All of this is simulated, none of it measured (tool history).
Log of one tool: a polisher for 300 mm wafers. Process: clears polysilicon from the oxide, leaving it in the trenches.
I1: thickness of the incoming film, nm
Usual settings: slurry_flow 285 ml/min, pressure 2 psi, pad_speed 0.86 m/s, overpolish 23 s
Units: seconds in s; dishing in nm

Run 1, hour 0: usual settings; I1 492.9. Result: seconds 45.4 s, dishing 64.7 nm.
At hour 7.7: worn pad replaced by a new one.
Run 2, hour 8.2: usual settings; I1 489.6. Result: seconds 43.5 s, dishing 66.2 nm.
Run 3, hour 14.1: usual settings; I1 492.3. Result: seconds 45 s, dishing 66.7 nm.
Run 4, hour 23.7: usual settings but slurry_flow 245 ml/min; I1 493.8. Result: seconds 46.2 s, dishing 65.3 nm.
Run 5, hour 41.1: usual settings but slurry_flow 245 ml/min; I1 483.5. Result: seconds 47.3 s, dishing 65.3 nm.
Run 6, hour 51.4: usual settings; I1 495. Result: seconds 49.3 s, dishing 64.6 nm.
At hour 64.9: worn pad replaced by a new one, of another model than before.
Run 7, hour 70.7: usual settings; I1 487.3. Result: seconds 43 s, dishing 66.9 nm.
Run 8, hour 85.5: usual settings; I1 485. Result: seconds 43.8 s, dishing 66.6 nm.
Run 9, hour 99.9: usual settings; I1 488.9. Result: seconds 46.6 s, dishing 65.5 nm.
Run 10, hour 114.7: usual settings; I1 498.7. Result: seconds 49.7 s, dishing 64.3 nm.
Run 11, hour 124.1: usual settings but pad_speed 0.8 m/s; I1 495.3. Result: seconds 52 s, dishing 64.2 nm.
At hour 130.2: worn pad replaced by a new one.
Run 12, hour 132.3: usual settings but pad_speed 0.8 m/s; I1 499.5. Result: seconds 47.4 s, dishing 65.7 nm.
Run 13, hour 139.8: usual settings but pressure 1.5 psi, overpolish 33 s; I1 487.5. Result: seconds 53.1 s, dishing 66.4 nm.
Run 14, hour 159: usual settings but slurry_flow 260 ml/min, pad_speed 0.64 m/s; I1 496.3. Result: seconds 58.6 s, dishing 64.1 nm.
Run 15, hour 174.9: usual settings but pad_speed 1.12 m/s, overpolish 30 s; I1 494.3. Result: seconds 40 s, dishing 66.6 nm.
At hour 193.8: worn pad replaced by a new one.
Run 16, hour 194.3: usual settings but pressure 2.7 psi, overpolish 15 s; I1 498. Result: seconds 34.6 s, dishing 64.4 nm.
At hour 208.8: head pressure recalibrated.
Run 17, hour 209.3: usual settings but slurry_flow 310 ml/min, pressure 1.5 psi, overpolish 11 s; I1 499.7. Result: seconds 53.9 s, dishing 51.4 nm.
Run 18, hour 216.8: usual settings but pad_speed 0.68 m/s; I1 486.8. Result: seconds 50.3 s, dishing 63.4 nm.
Run 19, hour 230.6: usual settings but slurry_flow 355 ml/min; I1 492.6. Result: seconds 45.1 s, dishing 65.5 nm.
At hour 237.4: slurry nozzle cleaned.
Run 20, hour 240.8: usual settings but pad_speed 0.8 m/s; I1 492.7. Result: seconds 48.4 s, dishing 64.1 nm.
At hour 246.4: worn pad replaced by a new one.
Run 21, hour 258.3: usual settings; I1 488.5. Result: seconds 42.6 s, dishing 66 nm.
Run 22, hour 276.2: usual settings but overpolish 29 s; I1 496.3. Result: seconds 44.3 s, dishing 66.9 nm.

Run 23 comes next. What will it give?
Run 23, hour 289.3: usual settings but slurry_flow 205 ml/min, pad_speed 1.1 m/s; I1 483.6. Result: seconds ?, dishing ?.

seconds: 39.1 s
dishing: 65.9 nm
Without the tool's hidden state the same run would have given seconds 35.7 s, dishing 66.3 nm.
